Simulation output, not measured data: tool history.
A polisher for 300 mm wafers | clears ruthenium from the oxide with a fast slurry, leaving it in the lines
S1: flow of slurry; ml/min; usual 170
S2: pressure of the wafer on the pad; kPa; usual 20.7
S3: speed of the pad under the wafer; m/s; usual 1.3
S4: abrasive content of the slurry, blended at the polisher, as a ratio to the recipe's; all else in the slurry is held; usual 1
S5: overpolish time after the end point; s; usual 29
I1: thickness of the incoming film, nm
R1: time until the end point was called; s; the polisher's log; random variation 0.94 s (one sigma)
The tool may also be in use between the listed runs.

run   hour   S1    S2    S3    S4  S5     I1    R1
  1      0  170  22.8   1.3     1  29    222  55.9
  2   27.4  170  22.8   1.3     1  29    219  57.5
  3   40.2  170  20.7   1.3     1  33  221.5  59.4
  4   56.3  170  20.7   1.3     1  33  219.5  60.5
      71.4  -- slurry blender recalibrated
  5   92.2  170  20.7   1.3     1  33  216.7  62.4
  6  108.2  170  20.7   1.3     1  38  217.9  62.1
  7    124  170  20.7   1.3     1  38  219.3    63
     133.1  -- slurry nozzle cleaned
  8  147.4  170  20.7   1.3     1  29  217.6    65
     172.1  -- worn pad replaced by a new one
  9  172.6  170  20.7   1.3     1  29  221.7  59.4
 10  188.2  170  20.7  0.88     1  23  218.1  82.3
 11  251.6  220  20.7   1.3   1.1  29  220.6  56.5
 12  267.8  170  20.7   1.3     1  29  217.3  58.3
     273.5  -- slurry blender recalibrated
 13  295.3  170  16.5   1.3     1  36  224.5  72.9
 14  322.7  170  15.2   1.3     1  29    218  76.7
 15  349.9  170  20.7   1.3   0.7  29  223.9  73.6
 16  362.6  170  20.7  1.68     1  17  223.6  51.4
       389  -- worn pad replaced by a new one
     394.5  -- slurry nozzle cleaned
     428.5  -- head pressure recalibrated
 17    429  170  20.7  1.56     1  29  219.3  45.7
 18  452.4  225  20.7   1.3     1  29  216.1  51.1
     473.3  -- slurry blender recalibrated
 19  473.8  170  18.6   1.6   0.8  41  219.7  52.3
 20  499.7  170  20.7   1.3   0.9  29  219.3  59.5
 21  520.8  170  20.7   1.3     1  29  222.5  57.1
 22  547.4  170  20.7   1.3     1  29  217.7  58.4
     615.6  -- worn pad replaced by a new one
 23  626.6  170  20.7   1.3     1  29  221.3  56.3
 24  640.4  170  26.2  1.16     1  42    221  53.6
       667  -- slurry nozzle cleaned
 25    672  170  20.7   1.3  1.15  24  221.9  54.1
 26    703  170  20.7   1.3  1.15  29  222.7    56
     710.8  -- slurry blender recalibrated
 27  730.4  170  20.7   1.3     1  29    219  59.1

Forecast each of these 5 alternatives for the next run:
  A  730.8  170  20.7  0.98    1  29  217.5   ?
  B  730.8  110  26.9   1.3  0.8  37  217.5   ?
  C  730.8  170  24.1  1.52    1  21  217.5   ?
  D  730.8  170  20.7   1.3  1.3  29  217.5   ?
  E  730.8  200  14.5  1.48    1  22  217.5   ?

run    R1
  A  75.9
  B  58.5
  C  46.5
  D  54.3
  E  62.4
Without the tool's hidden state the same runs would have given:
run    R1
  A  69.5
  B  53.6
  C  42.6
  D  49.7
  E  57.1
